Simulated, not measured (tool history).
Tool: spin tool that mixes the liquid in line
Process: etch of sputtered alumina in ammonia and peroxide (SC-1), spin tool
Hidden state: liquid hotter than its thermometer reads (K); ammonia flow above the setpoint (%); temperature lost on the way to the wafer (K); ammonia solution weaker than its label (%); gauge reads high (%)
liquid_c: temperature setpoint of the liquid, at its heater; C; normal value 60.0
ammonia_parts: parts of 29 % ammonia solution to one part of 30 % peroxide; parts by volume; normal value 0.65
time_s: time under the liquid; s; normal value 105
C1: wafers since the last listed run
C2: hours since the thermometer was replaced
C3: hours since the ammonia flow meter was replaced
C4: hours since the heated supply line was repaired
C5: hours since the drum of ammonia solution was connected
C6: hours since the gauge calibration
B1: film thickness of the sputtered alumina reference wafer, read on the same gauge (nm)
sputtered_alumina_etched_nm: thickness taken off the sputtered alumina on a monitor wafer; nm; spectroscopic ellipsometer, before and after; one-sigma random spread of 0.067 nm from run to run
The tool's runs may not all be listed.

Run 1, hour 0.0: usual settings but time_s 145 s; C1 0; C2 1493.0; C3 1278.6; C4 287.7; C5 1005.2; C6 934.3; B1 99.99. Result: sputtered_alumina_etched_nm 11.20 nm.
At hour 2.8: gauge calibrated.
Run 2, hour 60.0: usual settings but time_s 145 s; C1 668; C2 1553.0; C3 1338.6; C4 347.7; C5 1065.2; C6 57.2; B1 100.04. Result: sputtered_alumina_etched_nm 11.09 nm.
At hour 84.5: new drum of ammonia solution connected.
Run 3, hour 126.3: usual settings but time_s 145 s; C1 727; C2 1619.3; C3 1404.9; C4 414.0; C5 41.8; C6 123.5; B1 100.03. Result: sputtered_alumina_etched_nm 10.89 nm.
Run 4, hour 335.7: usual settings; C1 2333; C2 1828.7; C3 1614.3; C4 623.4; C5 251.2; C6 332.9; B1 99.98. Result: sputtered_alumina_etched_nm 7.56 nm.
Run 5, hour 381.2: usual settings; C1 507; C2 1874.2; C3 1659.8; C4 668.9; C5 296.7; C6 378.4; B1 99.99. Result: sputtered_alumina_etched_nm 7.47 nm.
Run 6, hour 421.8: usual settings; C1 452; C2 1914.8; C3 1700.4; C4 709.5; C5 337.3; C6 419.0; B1 99.99. Result: sputtered_alumina_etched_nm 7.48 nm.
At hour 445.9: heated supply line repaired.
Run 7, hour 491.0: usual settings; C1 760; C2 1984.0; C3 1769.6; C4 45.1; C5 406.5; C6 488.2; B1 100.04. Result: sputtered_alumina_etched_nm 8.31 nm.
Run 8, hour 524.0: usual settings; C1 367; C2 2017.0; C3 1802.6; C4 78.1; C5 439.5; C6 521.2; B1 100.01. Result: sputtered_alumina_etched_nm 8.30 nm.
Run 9, hour 585.9: usual settings but time_s 80 s; C1 689; C2 2078.9; C3 1864.5; C4 140.0; C5 501.4; C6 583.1; B1 100.01. Result: sputtered_alumina_etched_nm 6.18 nm.
Run 10, hour 624.7: usual settings but time_s 75 s; C1 432; C2 2117.7; C3 1903.3; C4 178.8; C5 540.2; C6 621.9; B1 99.98. Result: sputtered_alumina_etched_nm 5.85 nm.
At hour 690.9: ammonia flow meter replaced.
Run 11, hour 693.4: usual settings but time_s 75 s; C1 754; C2 2186.4; C3 2.5; C4 247.5; C5 608.9; C6 690.6; B1 99.97. Result: sputtered_alumina_etched_nm 5.80 nm.
At hour 791.1: thermometer replaced.
Run 12, hour 854.9: usual settings but liquid_c 68.0 C; C1 1788; C2 63.8; C3 164.0; C4 409.0; C5 770.4; C6 852.1; B1 100.03. Result: sputtered_alumina_etched_nm 11.81 nm.
Run 13, hour 889.7: usual settings but liquid_c 54.5 C; C1 387; C2 98.6; C3 198.8; C4 443.8; C5 805.2; C6 886.9; B1 100.02. Result: sputtered_alumina_etched_nm 5.85 nm.
At hour 926.3: new drum of ammonia solution connected.
Run 14, hour 938.2: usual settings but liquid_c 63.0 C, ammonia_parts 0.50 parts by volume, time_s 165 s; C1 529; C2 147.1; C3 247.3; C4 492.3; C5 11.9; C6 935.4; B1 99.99. Result: sputtered_alumina_etched_nm 13.88 nm.
Run 15, hour 998.2: usual settings but time_s 75 s; C1 668; C2 207.1; C3 307.3; C4 552.3; C5 71.9; C6 995.4; B1 100.01. Result: sputtered_alumina_etched_nm 5.49 nm.
At hour 1050.7: gauge calibrated.
Run 16, hour 1062.1: usual settings but liquid_c 66.0 C, ammonia_parts 0.50 parts by volume; C1 712; C2 271.0; C3 371.2; C4 616.2; C5 135.8; C6 11.4; B1 100.01. Result: sputtered_alumina_etched_nm 10.20 nm.
At hour 1104.9: heated supply line repaired.
Run 17, hour 1120.0: usual settings but liquid_c 55.5 C, ammonia_parts 0.80 parts by volume, time_s 50 s; C1 634; C2 328.9; C3 429.1; C4 15.1; C5 193.7; C6 69.3; B1 99.98. Result: sputtered_alumina_etched_nm 3.22 nm.
Run 18, hour 1160.9: usual settings but liquid_c 66.0 C, ammonia_parts 0.50 parts by volume; C1 455; C2 369.8; C3 470.0; C4 56.0; C5 234.6; C6 110.2; B1 100.01. Result: sputtered_alumina_etched_nm 10.97 nm.
Run 19, hour 1202.6: usual settings but ammonia_parts 0.75 parts by volume, time_s 155 s; C1 464; C2 411.5; C3 511.7; C4 97.7; C5 276.3; C6 151.9; B1 99.98. Result: sputtered_alumina_etched_nm 12.52 nm.
Run 20, hour 1258.9: usual settings but liquid_c 54.5 C; C1 627; C2 467.8; C3 568.0; C4 154.0; C5 332.6; C6 208.2; B1 100.01. Result: sputtered_alumina_etched_nm 6.27 nm.
Run 21, hour 1327.6: usual settings but time_s 165 s; C1 765; C2 536.5; C3 636.7; C4 222.7; C5 401.3; C6 276.9; B1 100.01. Result: sputtered_alumina_etched_nm 12.94 nm.
Run 22, hour 1390.5: usual settings but time_s 145 s; C1 700; C2 599.4; C3 699.6; C4 285.6; C5 464.2; C6 339.8; B1 99.99. Result: sputtered_alumina_etched_nm 11.05 nm.

Hidden state, per run?
liquid hotter than its thermometer reads (K): 0 in every run
ammonia flow above the setpoint (%): 0 in every run
ammonia solution weaker than its label (%): 0 in every run
gauge reads high (%): 0 in every run
H1: temperature lost on the way to the wafer (K)
run      H1
  1    0.94
  2    1.12
  3    1.32
  4    1.95
  5    2.09
  6    2.21
  7   0.152
  8   0.252
  9   0.438
 10   0.555
 11   0.763
 12    1.25
 13    1.35
 14     1.5
 15    1.68
 16    1.87
 17  0.0716
 18   0.195
 19   0.321
 20    0.49
 21   0.698
 22   0.887
